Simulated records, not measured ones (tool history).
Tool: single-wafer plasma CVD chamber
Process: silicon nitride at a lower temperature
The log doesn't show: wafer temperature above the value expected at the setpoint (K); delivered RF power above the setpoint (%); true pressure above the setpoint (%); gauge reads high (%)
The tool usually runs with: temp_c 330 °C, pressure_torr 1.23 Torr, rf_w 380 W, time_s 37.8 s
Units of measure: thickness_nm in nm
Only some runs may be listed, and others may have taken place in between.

run,day,temp_c,pressure_torr,rf_w,time_s,wafers since the last listed run,hours since the last thermocouple change,hours since the last RF generator calibration,hours since the last manometer calibration,hours since the showerhead was replaced,hours since the gauge calibration,"read-back reference wafer on the same gauge, thickness_nm",thickness_nm
1,0,322,1.23,380,37.8,0,1445.8,2062.8,27.3,4877.4,264.3,41.817,47.172
2,0.667,322,1.23,380,37.8,212,1461.8,2078.8,43.3,4893.4,280.3,41.838,46.896
3,1.192,330,1.23,380,37.8,167,1474.4,2091.4,55.9,4906,292.9,41.824,46.933
4,1.817,330,1.23,380,37.8,199,1489.4,2106.4,70.9,4921,307.9,41.791,47.023
5,2.308,330,1.23,380,37.8,156,1501.2,2118.2,82.7,4932.8,319.7,41.803,46.773
6,2.796,330,1.23,380,37.8,155,1512.9,2129.9,94.4,4944.5,331.4,41.817,46.98
# day 3.058: gauge calibrated
# day 3.712: thermocouple changed; heater temperature recalibrated
7,3.733,330,1.23,380,37.8,192,0.5,2152.4,116.9,4967,16.2,41.825,46.879
8,3.867,330,1.01,420,45,42,3.7,2155.6,120.1,4970.2,19.4,41.794,56.184
9,4.188,343,0.96,425,34.4,102,11.4,2163.3,127.8,4977.9,27.1,41.781,42.632
10,4.712,340,1.23,380,37.8,167,24,2175.9,140.4,4990.5,39.7,41.803,46.71
# day 5.346: showerhead replaced
# day 5.412: RF generator calibrated
11,5.433,335,1.37,335,45,102,41.3,0.5,157.7,2.1,57,41.815,55.551
12,5.788,330,1.23,380,37.8,113,49.8,9,166.2,10.6,65.5,41.788,49.022
13,6.45,324,0.98,350,42,211,65.7,24.9,182.1,26.5,81.4,41.804,48.946
14,6.771,345,1.23,405,37.8,102,73.4,32.6,189.8,34.2,89.1,41.801,50.433
15,7.212,322,1.23,380,37.8,140,84,43.2,200.4,44.8,99.7,41.784,48.924
16,7.7,330,1.45,435,37.8,155,95.7,54.9,212.1,56.5,111.4,41.752,55.08
17,8.325,340,1.23,455,37.8,199,110.7,69.9,227.1,71.5,126.4,41.797,54.129
18,9.046,343,1.23,340,37.8,230,128,87.2,244.4,88.8,143.7,41.79,45.242
19,9.504,330,1.23,380,37.8,146,139,98.2,255.4,99.8,154.7,41.769,48.853
20,9.975,324,1.23,440,37.8,150,150.3,109.5,266.7,111.1,166,41.797,53.135
21,10.479,330,1.23,380,37.8,160,162.4,121.6,278.8,123.2,178.1,41.79,48.741
22,12.642,330,1.07,330,35.3,690,214.3,173.5,330.7,175.1,230,41.789,40.201
23,12.904,330,1.23,380,37.8,83,220.6,179.8,337,181.4,236.3,41.826,48.595
24,13.421,322,1.23,425,37.8,164,233,192.2,349.4,193.8,248.7,41.753,52.103
25,14.162,340,1.32,435,31.3,236,250.8,210,367.2,211.6,266.5,41.819,44.426
26,14.508,330,1.23,380,42.9,110,259.1,218.3,375.5,219.9,274.8,41.764,55.154
27,15.246,323,1.4,405,40.7,235,276.8,236,393.2,237.6,292.5,41.776,56.414
28,15.796,330,1.23,380,37.8,175,290,249.2,406.4,250.8,305.7,41.795,48.689

5 options for the next run, each taken on its own from the tool as it stands now. Forecast them:
A,15.812,330,1.23,380,37.8,5,290.4,249.6,406.8,251.2,306.1,?,?
B,15.812,330,1.23,380,42.2,5,290.4,249.6,406.8,251.2,306.1,?,?
C,15.812,330,1.23,380,40.8,5,290.4,249.6,406.8,251.2,306.1,?,?
D,15.812,330,1.23,420,31.4,5,290.4,249.6,406.8,251.2,306.1,?,?
E,15.812,330,1.38,310,41.8,5,290.4,249.6,406.8,251.2,306.1,?,?

run,"read-back reference wafer on the same gauge, thickness_nm",thickness_nm
A,41.803,48.686
B,41.803,54.34
C,41.803,52.541
D,41.803,42.897
E,41.803,48.985
With no hidden state in the tool, these same runs would have given:
run,thickness_nm
A,49.169
B,54.88
C,53.063
D,43.295
E,49.491
